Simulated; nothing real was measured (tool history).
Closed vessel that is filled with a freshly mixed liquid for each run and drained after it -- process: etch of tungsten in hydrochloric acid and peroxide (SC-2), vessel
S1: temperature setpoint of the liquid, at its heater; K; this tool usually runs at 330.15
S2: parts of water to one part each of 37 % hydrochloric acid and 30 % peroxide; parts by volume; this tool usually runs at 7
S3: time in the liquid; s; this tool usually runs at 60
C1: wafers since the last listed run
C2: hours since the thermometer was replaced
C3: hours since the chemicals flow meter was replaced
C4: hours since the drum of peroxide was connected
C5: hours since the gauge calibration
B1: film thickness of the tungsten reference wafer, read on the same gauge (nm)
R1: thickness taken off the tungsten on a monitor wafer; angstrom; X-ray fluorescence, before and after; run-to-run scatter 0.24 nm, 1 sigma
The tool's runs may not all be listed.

{"run": 1, "hour": 0.0, "S1": 330.15, "S2": 7, "S3": 60, "C1": 0, "C2": 437.1, "C3": 1379.9, "C4": 531.1, "C5": 301.2, "B1": 39.97, "R1": 289}
{"run": 2, "hour": 28.6, "S1": 330.15, "S2": 7, "S3": 60, "C1": 2841, "C2": 465.7, "C3": 1408.5, "C4": 559.7, "C5": 329.8, "B1": 40.03, "R1": 285.8}
{"run": 3, "hour": 43.5, "S1": 330.15, "S2": 7, "S3": 60, "C1": 1480, "C2": 480.6, "C3": 1423.4, "C4": 574.6, "C5": 344.7, "B1": 40.05, "R1": 284.5}
{"run": 4, "hour": 69.8, "S1": 330.15, "S2": 7, "S3": 60, "C1": 2612, "C2": 506.9, "C3": 1449.7, "C4": 600.9, "C5": 371, "B1": 40.05, "R1": 282.8}
{"run": 5, "hour": 96.6, "S1": 330.15, "S2": 7, "S3": 60, "C1": 2662, "C2": 533.7, "C3": 1476.5, "C4": 627.7, "C5": 397.8, "B1": 39.99, "R1": 282.3}
{"hour": 124.7, "done": "gauge calibrated"}
{"run": 6, "hour": 129.0, "S1": 330.15, "S2": 7, "S3": 60, "C1": 3218, "C2": 566.1, "C3": 1508.9, "C4": 660.1, "C5": 4.3, "B1": 39.98, "R1": 280.7}
{"run": 7, "hour": 146.6, "S1": 330.15, "S2": 7, "S3": 60, "C1": 1748, "C2": 583.7, "C3": 1526.5, "C4": 677.7, "C5": 21.9, "B1": 39.99, "R1": 275.5}
{"run": 8, "hour": 161.4, "S1": 330.15, "S2": 7, "S3": 60, "C1": 1470, "C2": 598.5, "C3": 1541.3, "C4": 692.5, "C5": 36.7, "B1": 40, "R1": 275.6}
{"run": 9, "hour": 179.9, "S1": 330.15, "S2": 8.5, "S3": 45, "C1": 1837, "C2": 617, "C3": 1559.8, "C4": 711, "C5": 55.2, "B1": 39.99, "R1": 177.8}
{"hour": 201.1, "done": "chemicals flow meter replaced"}
{"run": 10, "hour": 202.9, "S1": 327.15, "S2": 9, "S3": 80, "C1": 2185, "C2": 640, "C3": 1.8, "C4": 734, "C5": 78.2, "B1": 39.98, "R1": 244.2}
{"hour": 214.5, "done": "thermometer replaced"}
{"run": 11, "hour": 215.9, "S1": 334.15, "S2": 8.5, "S3": 50, "C1": 1192, "C2": 1.4, "C3": 14.8, "C4": 747, "C5": 91.2, "B1": 40.04, "R1": 286.4}
{"hour": 245.5, "done": "new drum of peroxide connected"}
{"run": 12, "hour": 251.4, "S1": 321.65, "S2": 4, "S3": 60, "C1": 3427, "C2": 36.9, "C3": 50.3, "C4": 5.9, "C5": 126.7, "B1": 40.02, "R1": 266.1}
{"run": 13, "hour": 266.8, "S1": 330.15, "S2": 5, "S3": 30, "C1": 1529, "C2": 52.3, "C3": 65.7, "C4": 21.3, "C5": 142.1, "B1": 40.03, "R1": 195.7}
{"run": 14, "hour": 292.4, "S1": 330.15, "S2": 7, "S3": 60, "C1": 2543, "C2": 77.9, "C3": 91.3, "C4": 46.9, "C5": 167.7, "B1": 40, "R1": 306.4}
{"run": 15, "hour": 309.1, "S1": 330.15, "S2": 7, "S3": 60, "C1": 1659, "C2": 94.6, "C3": 108, "C4": 63.6, "C5": 184.4, "B1": 40.03, "R1": 308.5}
{"run": 16, "hour": 337.3, "S1": 320.65, "S2": 7, "S3": 95, "C1": 2801, "C2": 122.8, "C3": 136.2, "C4": 91.8, "C5": 212.6, "B1": 40.01, "R1": 253.6}
{"run": 17, "hour": 355.5, "S1": 330.15, "S2": 9, "S3": 80, "C1": 1808, "C2": 141, "C3": 154.4, "C4": 110, "C5": 230.8, "B1": 39.98, "R1": 329.6}
{"run": 18, "hour": 373.0, "S1": 335.65, "S2": 4.5, "S3": 30, "C1": 1738, "C2": 158.5, "C3": 171.9, "C4": 127.5, "C5": 248.3, "B1": 40.03, "R1": 293.7}
{"run": 19, "hour": 407.9, "S1": 330.15, "S2": 7, "S3": 60, "C1": 3467, "C2": 193.4, "C3": 206.8, "C4": 162.4, "C5": 283.2, "B1": 40.04, "R1": 298.7}

Branching from run 19: 5 alternative next runs. What would each branch give?
{"run": "A", "hour": 408.6, "S1": 330.15, "S2": 7, "S3": 95, "C1": 69, "C2": 194.1, "C3": 207.5, "C4": 163.1, "C5": 283.9, "B1": "?", "R1": "?"}
{"run": "B", "hour": 408.6, "S1": 321.65, "S2": 10, "S3": 60, "C1": 69, "C2": 194.1, "C3": 207.5, "C4": 163.1, "C5": 283.9, "B1": "?", "R1": "?"}
{"run": "C", "hour": 408.6, "S1": 334.65, "S2": 4.5, "S3": 60, "C1": 69, "C2": 194.1, "C3": 207.5, "C4": 163.1, "C5": 283.9, "B1": "?", "R1": "?"}
{"run": "D", "hour": 408.6, "S1": 337.65, "S2": 7, "S3": 30, "C1": 69, "C2": 194.1, "C3": 207.5, "C4": 163.1, "C5": 283.9, "B1": "?", "R1": "?"}
{"run": "E", "hour": 408.6, "S1": 324.15, "S2": 9.5, "S3": 30, "C1": 69, "C2": 194.1, "C3": 207.5, "C4": 163.1, "C5": 283.9, "B1": "?", "R1": "?"}

run=A B1=39.99 R1=472.5
run=B B1=39.99 R1=127.5
run=C B1=39.99 R1=550
run=D B1=39.99 R1=239.3
run=E B1=39.99 R1=78.8
Stripped of hidden state, with their random variation kept, the same runs would have yielded:
run=A R1=518.5
run=B R1=140.7
run=C R1=602.1
run=D R1=261.6
run=E R1=86.7

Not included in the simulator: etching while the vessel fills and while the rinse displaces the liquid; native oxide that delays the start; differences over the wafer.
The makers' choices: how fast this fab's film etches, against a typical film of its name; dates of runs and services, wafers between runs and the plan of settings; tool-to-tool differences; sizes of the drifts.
